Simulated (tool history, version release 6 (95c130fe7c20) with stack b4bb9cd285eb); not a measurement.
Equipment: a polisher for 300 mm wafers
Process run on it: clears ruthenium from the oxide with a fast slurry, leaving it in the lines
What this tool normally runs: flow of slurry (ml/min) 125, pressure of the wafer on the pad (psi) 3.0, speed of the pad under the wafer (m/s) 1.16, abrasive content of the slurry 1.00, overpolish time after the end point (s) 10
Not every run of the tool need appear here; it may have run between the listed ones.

run	hour	flow of slurry (ml/min)	pressure of the wafer on the pad (psi)	speed of the pad under the wafer (m/s)	abrasive content of the slurry	overpolish time after the end point (s)	incoming thickness of the incoming film, nm	time until the end point was called (s)	dishing of a wide line in a test structure (Å)
1	0.0	105	3.0	1.16	1.00	10	313.7	78.3	316
# hour 8.3: worn pad replaced by a new one
2	28.9	125	3.0	1.16	1.00	8	309.5	66.7	281
# hour 60.2: slurry nozzle cleaned
3	63.9	125	3.0	1.16	1.00	14	307.3	68.1	421
4	96.7	125	3.0	1.16	1.00	14	315.3	72.5	427
# hour 113.3: worn pad replaced by a new one
5	113.8	125	3.0	1.44	1.00	10	310.1	53.8	417
6	126.2	125	3.0	1.44	1.00	10	306.9	54.2	394
7	139.9	125	3.0	1.44	1.00	10	310.0	55.0	394
8	170.3	100	3.0	1.16	1.00	10	312.5	73.9	320
9	193.6	145	3.0	1.16	1.00	10	317.0	74.0	327
10	221.3	125	3.0	1.16	1.00	10	316.1	75.2	311
# hour 229.0: worn pad replaced by a new one
11	247.7	125	3.0	1.16	1.00	10	313.1	67.8	348
12	278.4	125	3.0	1.16	1.00	10	306.6	68.8	337
# hour 285.0: slurry nozzle cleaned
13	308.0	145	3.6	1.16	1.00	13	310.4	58.6	464
# hour 312.8: head pressure recalibrated
# hour 333.4: worn pad replaced by a new one
14	354.8	125	3.3	1.32	1.00	13	310.5	53.9	485
15	383.4	85	3.0	1.16	1.00	10	306.6	73.9	322
16	408.8	160	3.0	1.16	1.00	12	308.5	67.4	384
# hour 417.3: slurry blender recalibrated
17	431.5	125	2.4	1.16	1.15	10	305.3	85.4	285
# hour 456.9: worn pad replaced by a new one
18	457.4	155	4.0	1.48	0.75	10	313.6	44.4	465
19	490.1	160	3.0	1.16	1.00	8	312.9	66.6	297
20	504.8	125	3.0	1.16	1.00	10	305.8	69.6	334
21	517.5	145	3.0	1.16	1.25	14	307.9	63.3	462
# hour 521.4: slurry nozzle cleaned
22	533.4	95	2.1	1.00	1.00	8	309.7	126.3	164
23	556.9	125	3.0	1.16	1.00	10	313.8	76.1	316
# hour 579.6: worn pad replaced by a new one
24	580.2	125	3.0	1.16	1.00	10	308.2	65.3	358

5 ways to go on from here, each from the tool as it stands after run 24. What would each give?
A	580.7	125	3.0	1.16	1.00	10	312.3	?	?
B	580.7	125	3.0	1.00	1.00	14	312.3	?	?
C	580.7	125	2.0	1.16	1.00	10	312.3	?	?
D	580.7	115	3.0	1.16	1.00	10	312.3	?	?
E	580.7	125	2.6	1.00	1.00	10	312.3	?	?

run	time until the end point was called (s)	dishing of a wide line in a test structure (Å)
A	65.5	331
B	76.0	381
C	98.2	239
D	66.5	327
E	87.7	263
Had the tool no hidden state, the same runs would have come out as:
run	time until the end point was called (s)	dishing of a wide line in a test structure (Å)
A	64.7	334
B	75.1	384
C	97.1	241
D	65.7	330
E	86.6	265

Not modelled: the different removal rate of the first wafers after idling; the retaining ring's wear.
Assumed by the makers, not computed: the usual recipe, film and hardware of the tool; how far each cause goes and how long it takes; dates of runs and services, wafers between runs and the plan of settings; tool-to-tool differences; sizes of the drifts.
